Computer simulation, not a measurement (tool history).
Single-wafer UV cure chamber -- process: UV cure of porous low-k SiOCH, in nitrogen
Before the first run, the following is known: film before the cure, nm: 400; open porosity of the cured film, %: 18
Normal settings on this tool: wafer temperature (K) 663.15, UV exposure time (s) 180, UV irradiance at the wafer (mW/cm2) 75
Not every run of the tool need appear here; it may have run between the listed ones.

run,day,wafer temperature (K),UV exposure time (s),UV irradiance at the wafer (mW/cm2),loss of film thickness in the cure (%)
1,0.000,678.15,180,75,7.514
2,1.542,678.15,180,75,7.511
# day 3.279: quartz window cleaned
3,4.358,663.15,180,83,7.831
4,8.675,663.15,180,83,7.602
5,11.350,663.15,180,83,7.500
6,14.129,663.15,180,75,7.215
# day 15.654: UV bulbs replaced
7,16.729,663.15,180,75,8.398
8,20.083,663.15,180,75,8.260
9,22.796,663.15,180,75,8.106
10,24.817,663.15,180,75,7.880
11,27.275,663.15,180,75,7.810
# day 34.838: quartz window cleaned
12,39.325,663.15,180,75,7.612
13,43.246,663.15,130,75,6.065
14,46.117,663.15,130,75,6.154
15,50.450,663.15,140,75,6.370
16,54.154,663.15,140,75,6.356
17,57.196,663.15,180,90,7.961
# day 60.271: quartz window cleaned
18,61.375,663.15,180,90,7.953
# day 62.617: UV bulbs replaced
19,64.017,675.15,140,75,7.367
20,65.525,663.15,180,58,7.103
21,69.071,663.15,180,75,8.075
22,73.392,652.15,285,62,8.881
23,76.800,663.15,180,75,7.697
# day 85.679: quartz window cleaned
24,88.717,670.15,180,91,8.319
25,92.246,663.15,225,75,8.232
26,95.375,663.15,180,75,7.348
27,105.204,672.15,255,94,9.660
28,108.542,663.15,285,110,10.644
# day 112.862: UV bulbs replaced
29,112.883,663.15,180,90,9.257
# day 114.029: quartz window cleaned
30,116.442,663.15,120,46,4.850
31,120.175,670.15,240,75,9.249
32,123.558,663.15,180,75,7.742
33,127.258,663.15,240,53,7.407
34,130.267,651.15,210,92,8.725
35,133.983,672.15,100,65,4.907
36,137.983,663.15,125,75,6.115
37,142.425,658.15,215,48,6.240
# day 142.958: quartz window cleaned
38,144.779,663.15,180,75,7.279

Below are 3 alternative next runs, each starting from the tool's condition after run 38. Predict each:
A,144.800,663.15,180,99,?
B,144.800,663.15,100,54,?
C,144.800,663.15,270,91,?

run,loss of film thickness in the cure (%)
A,8.409
B,4.066
C,9.749
The same runs, with their run-to-run variation unchanged, on a tool lacking any hidden condition would have given:
run,loss of film thickness in the cure (%)
A,9.652
B,5.020
C,11.044
